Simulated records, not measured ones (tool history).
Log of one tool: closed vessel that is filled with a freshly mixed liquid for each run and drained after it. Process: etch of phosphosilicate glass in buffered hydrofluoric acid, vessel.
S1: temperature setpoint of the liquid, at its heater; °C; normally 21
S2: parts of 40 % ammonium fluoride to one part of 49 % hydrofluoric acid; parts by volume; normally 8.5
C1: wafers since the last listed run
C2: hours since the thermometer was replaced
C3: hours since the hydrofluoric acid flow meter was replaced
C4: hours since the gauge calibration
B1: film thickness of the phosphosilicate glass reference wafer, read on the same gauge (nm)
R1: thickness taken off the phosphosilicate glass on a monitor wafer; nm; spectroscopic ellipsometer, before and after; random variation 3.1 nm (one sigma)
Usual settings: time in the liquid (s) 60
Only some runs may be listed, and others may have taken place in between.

{"run": 1, "day": 0.0, "S1": 21, "S2": 8.5, "time in the liquid (s)": 60, "C1": 0, "C2": 1596.1, "C3": 250.8, "C4": 570.6, "B1": 79.99, "R1": 547.14}
{"run": 2, "day": 3.071, "S1": 21, "S2": 8.5, "time in the liquid (s)": 60, "C1": 10124, "C2": 1669.8, "C3": 324.5, "C4": 644.3, "B1": 80.01, "R1": 546.98}
{"run": 3, "day": 7.4, "S1": 21, "S2": 8.5, "time in the liquid (s)": 60, "C1": 14273, "C2": 1773.7, "C3": 428.4, "C4": 748.2, "B1": 80.01, "R1": 542.93}
{"run": 4, "day": 9.662, "S1": 21, "S2": 7.5, "time in the liquid (s)": 60, "C1": 7459, "C2": 1828, "C3": 482.7, "C4": 802.5, "B1": 80, "R1": 618.71}
{"run": 5, "day": 11.429, "S1": 21, "S2": 7.5, "time in the liquid (s)": 60, "C1": 5824, "C2": 1870.4, "C3": 525.1, "C4": 844.9, "B1": 80.03, "R1": 617.96}
{"run": 6, "day": 13.396, "S1": 21, "S2": 7.5, "time in the liquid (s)": 60, "C1": 6484, "C2": 1917.6, "C3": 572.3, "C4": 892.1, "B1": 80, "R1": 618.41}
{"day": 13.508, "done": "thermometer replaced"}
{"run": 7, "day": 16.008, "S1": 21, "S2": 8.5, "time in the liquid (s)": 60, "C1": 8476, "C2": 60, "C3": 635, "C4": 954.8, "B1": 79.99, "R1": 605.85}
{"run": 8, "day": 17.746, "S1": 21, "S2": 8.5, "time in the liquid (s)": 85, "C1": 5728, "C2": 101.7, "C3": 676.7, "C4": 996.5, "B1": 80.02, "R1": 866.3}
{"run": 9, "day": 21.958, "S1": 19.5, "S2": 8.5, "time in the liquid (s)": 75, "C1": 13888, "C2": 202.8, "C3": 777.8, "C4": 1097.6, "B1": 80.01, "R1": 686.56}
{"day": 23.704, "done": "gauge calibrated"}
{"day": 24.588, "done": "hydrofluoric acid flow meter replaced"}
{"run": 10, "day": 24.642, "S1": 18, "S2": 7, "time in the liquid (s)": 85, "C1": 8709, "C2": 267.2, "C3": 1.3, "C4": 22.5, "B1": 79.99, "R1": 892.94}
{"run": 11, "day": 26.208, "S1": 17, "S2": 8.5, "time in the liquid (s)": 70, "C1": 5165, "C2": 304.8, "C3": 38.9, "C4": 60.1, "B1": 79.99, "R1": 559.99}
{"run": 12, "day": 28.938, "S1": 17, "S2": 11.5, "time in the liquid (s)": 30, "C1": 8998, "C2": 370.3, "C3": 104.4, "C4": 125.6, "B1": 80.01, "R1": 182.69}
{"run": 13, "day": 30.988, "S1": 21, "S2": 7, "time in the liquid (s)": 45, "C1": 6758, "C2": 419.5, "C3": 153.6, "C4": 174.8, "B1": 79.98, "R1": 549.56}
{"run": 14, "day": 33.775, "S1": 25, "S2": 8.5, "time in the liquid (s)": 60, "C1": 9190, "C2": 486.4, "C3": 220.5, "C4": 241.7, "B1": 79.99, "R1": 736.24}
{"run": 15, "day": 35.446, "S1": 18.5, "S2": 8.5, "time in the liquid (s)": 60, "C1": 5508, "C2": 526.5, "C3": 260.6, "C4": 281.8, "B1": 80, "R1": 514.84}
{"run": 16, "day": 37.925, "S1": 21, "S2": 6, "time in the liquid (s)": 60, "C1": 8173, "C2": 586, "C3": 320.1, "C4": 341.3, "B1": 80.01, "R1": 824.9}
{"run": 17, "day": 41.354, "S1": 18, "S2": 7, "time in the liquid (s)": 85, "C1": 11306, "C2": 668.3, "C3": 402.4, "C4": 423.6, "B1": 80.02, "R1": 859.35}

4 ways to go on from here, each from the tool as it stands after run 17. What would each give?
{"run": "A", "day": 41.383, "S1": 21, "S2": 8.5, "time in the liquid (s)": 60, "C1": 96, "C2": 669, "C3": 403.1, "C4": 424.3, "B1": "?", "R1": "?"}
{"run": "B", "day": 41.383, "S1": 17.5, "S2": 8.5, "time in the liquid (s)": 45, "C1": 96, "C2": 669, "C3": 403.1, "C4": 424.3, "B1": "?", "R1": "?"}
{"run": "C", "day": 41.383, "S1": 25, "S2": 7, "time in the liquid (s)": 85, "C1": 96, "C2": 669, "C3": 403.1, "C4": 424.3, "B1": "?", "R1": "?"}
{"run": "D", "day": 41.383, "S1": 17, "S2": 8.5, "time in the liquid (s)": 75, "C1": 96, "C2": 669, "C3": 403.1, "C4": 424.3, "B1": "?", "R1": "?"}

run=A B1=80.01 R1=584.23
run=B B1=80.01 R1=359.39
run=C B1=80.01 R1=1273.4
run=D B1=80.01 R1=582.04
Take away the tool's hidden state, keep each run's random variation, and the runs would have read:
run=A R1=618.78
run=B R1=381.16
run=C R1=1346.61
run=D R1=617.42
